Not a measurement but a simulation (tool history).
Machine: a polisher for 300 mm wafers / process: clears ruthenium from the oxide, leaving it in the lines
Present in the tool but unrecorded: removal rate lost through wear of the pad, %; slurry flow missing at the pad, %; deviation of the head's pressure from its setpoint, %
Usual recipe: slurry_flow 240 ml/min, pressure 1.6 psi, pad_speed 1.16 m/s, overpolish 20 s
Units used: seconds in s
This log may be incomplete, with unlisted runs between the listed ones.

run    hour  slurry_flow  pressure  pad_speed  overpolish  wafers since the last listed run  wafers polished on this pad  hours since the slurry nozzle was cleaned  hours since the head pressure was calibrated  incoming thickness of the incoming film, nm  seconds
  1       0          240       1.6       1.16          20                                 0                          815                                      674.7                                         545.1                                        140.2    104.5
       21.6  -- slurry nozzle cleaned
  2    75.4          240       1.6       1.16          20                               367                         1183                                       53.8                                         620.5                                        138.9    101.8
  3   168.1          240       1.6       1.16          20                               457                         1641                                      146.5                                         713.2                                        139.1     99.9
  4     206          240       1.6       1.16          20                               187                         1828                                      184.4                                         751.1                                        140.7    100.5
  5     245          240       1.6       1.16          20                               192                         2021                                      223.4                                         790.1                                        140.1     98.5
      257.3  -- head pressure recalibrated
      320.9  -- worn pad replaced by a new one
  6   489.4          240       1.6       1.16          20                              1177                          832                                      467.8                                         232.1                                        139.2    109.7
  7   573.4          240       1.7       1.16          20                               414                         1247                                      551.8                                         316.1                                          140    101.2
  8   642.2          240       1.7       1.16          20                               339                         1587                                      620.6                                         384.9                                        136.9     98.6
      680.3  -- slurry nozzle cleaned
  9   744.4          240       1.6       1.16          20                               499                         2087                                       64.1                                         487.1                                        141.2    105.7
      927.8  -- worn pad replaced by a new one
 10   980.6          240       1.6       1.16          20                              1147                          261                                      300.3                                         723.3                                        141.1      101
 11  1085.8          240       1.9       1.16          20                               519                          780                                      405.5                                         828.5                                        141.2     82.3
     1116.4  -- head pressure recalibrated
 12  1173.2          240       1.9       1.16          20                               421                         1202                                      492.9                                          56.8                                        138.9     90.9
 13    1239          240       1.6       1.16          20                               325                         1527                                      558.7                                         122.6                                          141    111.2
 14  1335.7          240       1.6       1.16          20                               477                         2005                                      655.4                                         219.3                                        141.1    110.7
     1372.6  -- slurry nozzle cleaned
     1420.2  -- worn pad replaced by a new one
 15  1422.2          240       1.6       1.16          20                               402                            9                                       49.6                                         305.8                                        139.9      108
 16  1493.1          240       1.6       1.16          29                               350                          360                                      120.5                                         376.7                                        139.9    106.8
 17  1560.6          240       1.6       1.16          29                               333                          693                                        188                                         444.2                                        139.4    105.2
 18  1616.6          200       1.6       1.44          30                               276                          970                                        244                                         500.2                                        141.3     91.8
 19  1673.4          240       1.6       1.16          20                               280                         1250                                      300.8                                           557                                        139.8    103.7
 20  1727.4          240       1.6       1.16          20                               266                         1517                                      354.8                                           611                                          142    103.9
 21  1797.3          270       1.3       0.96          24                               345                         1863                                      424.7                                         680.9                                        138.6    138.6
 22  1849.3          290         1       1.26          32                               256                         2119                                      476.7                                         732.9                                        138.3    146.3
 23  1897.7          240       2.1       1.16          12                               239                         2359                                      525.1                                         781.3                                        140.7     74.8
     1910.2  -- head pressure recalibrated
 24  1942.3          240       1.6       1.16          20                               210                         2569                                      569.7                                          32.1                                        139.3    111.2

Run 25 comes next. What will it give?
 25  2025.5          310       1.6       1.16          20                               411                         2980                                      652.9                                         115.3                                          139        ?

seconds: 108.6 s
On a tool with no hidden condition, and with the same random variation, this run would have come out at seconds 108.1 s.
